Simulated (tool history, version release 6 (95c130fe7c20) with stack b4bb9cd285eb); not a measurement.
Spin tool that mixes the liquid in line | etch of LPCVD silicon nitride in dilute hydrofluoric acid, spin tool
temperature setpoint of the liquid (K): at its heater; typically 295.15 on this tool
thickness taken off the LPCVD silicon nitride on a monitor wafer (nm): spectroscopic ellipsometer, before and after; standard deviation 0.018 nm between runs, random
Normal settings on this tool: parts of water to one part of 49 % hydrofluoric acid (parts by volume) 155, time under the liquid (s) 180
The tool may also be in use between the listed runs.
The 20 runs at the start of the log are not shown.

| run | day | temperature setpoint of the liquid (K) | parts of water to one part of 49 % hydrofluoric acid (parts by volume) | time under the liquid (s) | wafers since the last listed run | hours since the thermometer was replaced | hours since the hydrofluoric acid flow meter was replaced | hours since the gauge calibration | read-back film thickness of the LPCVD silicon nitride reference wafer, read on the same gauge (nm) | thickness taken off the LPCVD silicon nitride on a monitor wafer (nm) |
|---|---|---|---|---|---|---|---|---|---|---|
|  | 41.212 | hydrofluoric acid flow meter replaced |
| 21 | 41.475 | 295.15 | 185 | 230 | 227 | 395.8 | 6.3 | 614.2 | 59.991 | 0.445 |
| 22 | 43.904 | 295.15 | 155 | 180 | 290 | 454.1 | 64.6 | 672.5 | 60.037 | 0.389 |
| 23 | 46.829 | 292.65 | 155 | 240 | 349 | 524.3 | 134.8 | 742.7 | 60.011 | 0.49 |
| 24 | 48.621 | 295.15 | 155 | 180 | 214 | 567.3 | 177.8 | 785.7 | 59.974 | 0.416 |
| 25 | 49.988 | 295.15 | 210 | 180 | 163 | 600.1 | 210.6 | 818.5 | 59.976 | 0.327 |
| 26 | 52.55 | 296.65 | 120 | 245 | 306 | 661.6 | 272.1 | 880 | 60.046 | 0.831 |
| 27 | 53.729 | 295.15 | 155 | 120 | 140 | 689.9 | 300.4 | 908.3 | 59.994 | 0.289 |
| 28 | 55.971 | 297.65 | 220 | 180 | 267 | 743.7 | 354.2 | 962.1 | 60.017 | 0.346 |
| 29 | 58.096 | 295.15 | 180 | 120 | 253 | 794.7 | 405.2 | 1013.1 | 60.006 | 0.26 |
| 30 | 59.129 | 297.65 | 130 | 265 | 123 | 819.5 | 430 | 1037.9 | 59.981 | 0.878 |

The next listed run, before its measurement:
| 31 | 62.125 | 291.65 | 155 | 255 | 358 | 891.4 | 501.9 | 1109.8 | ? | ? |

Run 31 gave read-back film thickness of the LPCVD silicon nitride reference wafer, read on the same gauge (nm) 59.987, thickness taken off the LPCVD silicon nitride on a monitor wafer (nm) 0.474.
Minus the tool's unlogged condition, the same run would have read thickness taken off the LPCVD silicon nitride on a monitor wafer (nm) 0.474.

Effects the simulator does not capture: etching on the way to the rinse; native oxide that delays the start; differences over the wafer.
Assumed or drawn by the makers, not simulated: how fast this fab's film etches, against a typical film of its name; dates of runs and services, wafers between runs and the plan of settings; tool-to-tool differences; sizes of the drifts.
